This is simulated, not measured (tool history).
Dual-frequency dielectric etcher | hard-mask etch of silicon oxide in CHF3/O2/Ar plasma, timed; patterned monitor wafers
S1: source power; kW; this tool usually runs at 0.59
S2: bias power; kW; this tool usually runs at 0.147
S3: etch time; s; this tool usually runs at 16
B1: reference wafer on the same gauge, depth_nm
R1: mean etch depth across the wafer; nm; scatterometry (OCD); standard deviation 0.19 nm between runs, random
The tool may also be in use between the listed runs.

{"run": 1, "hour": 0.0, "S1": 0.59, "S2": 0.147, "S3": 16, "B1": 30.82, "R1": 29.9}
{"run": 2, "hour": 16.3, "S1": 0.55, "S2": 0.147, "S3": 14, "B1": 30.88, "R1": 25.55}
{"run": 3, "hour": 46.5, "S1": 0.59, "S2": 0.147, "S3": 14.5, "B1": 30.86, "R1": 26.93}
{"run": 4, "hour": 77.1, "S1": 0.59, "S2": 0.147, "S3": 14.5, "B1": 30.92, "R1": 26.85}
{"run": 5, "hour": 100.3, "S1": 0.59, "S2": 0.147, "S3": 14.5, "B1": 30.86, "R1": 26.69}
{"run": 6, "hour": 136.8, "S1": 0.59, "S2": 0.147, "S3": 16, "B1": 30.82, "R1": 29.33}
{"hour": 175.1, "done": "wet clean of the chamber"}
{"run": 7, "hour": 175.6, "S1": 0.59, "S2": 0.147, "S3": 16, "B1": 30.86, "R1": 30.53}
{"run": 8, "hour": 205.9, "S1": 0.59, "S2": 0.147, "S3": 16, "B1": 30.85, "R1": 30.65}
{"hour": 215.5, "done": "bias power generator calibrated"}
{"run": 9, "hour": 236.0, "S1": 0.59, "S2": 0.147, "S3": 16, "B1": 30.86, "R1": 30.65}
{"run": 10, "hour": 254.9, "S1": 0.59, "S2": 0.147, "S3": 16, "B1": 30.89, "R1": 30.51}
{"run": 11, "hour": 287.5, "S1": 0.59, "S2": 0.147, "S3": 16, "B1": 30.87, "R1": 29.97}
{"run": 12, "hour": 323.1, "S1": 0.59, "S2": 0.147, "S3": 16, "B1": 30.92, "R1": 30.07}
{"hour": 359.8, "done": "source power generator calibrated"}
{"hour": 366.6, "done": "upper electrode replaced"}
{"run": 13, "hour": 381.0, "S1": 0.59, "S2": 0.147, "S3": 16, "B1": 30.98, "R1": 29.91}
{"run": 14, "hour": 400.6, "S1": 0.63, "S2": 0.147, "S3": 16, "B1": 30.93, "R1": 30.37}
{"run": 15, "hour": 468.5, "S1": 0.59, "S2": 0.147, "S3": 19, "B1": 30.87, "R1": 35.1}
{"run": 16, "hour": 493.9, "S1": 0.59, "S2": 0.147, "S3": 16, "B1": 30.93, "R1": 29.26}

For run 17, what comes out?
{"hour": 537.0, "done": "wet clean of the chamber"}
{"run": 17, "hour": 537.5, "S1": 0.67, "S2": 0.113, "S3": 16, "B1": "?", "R1": "?"}

Run 17 measured B1 30.95, R1 28.98 nm.
The same run, on a tool lacking any hidden state, would have yielded R1 28.92 nm.
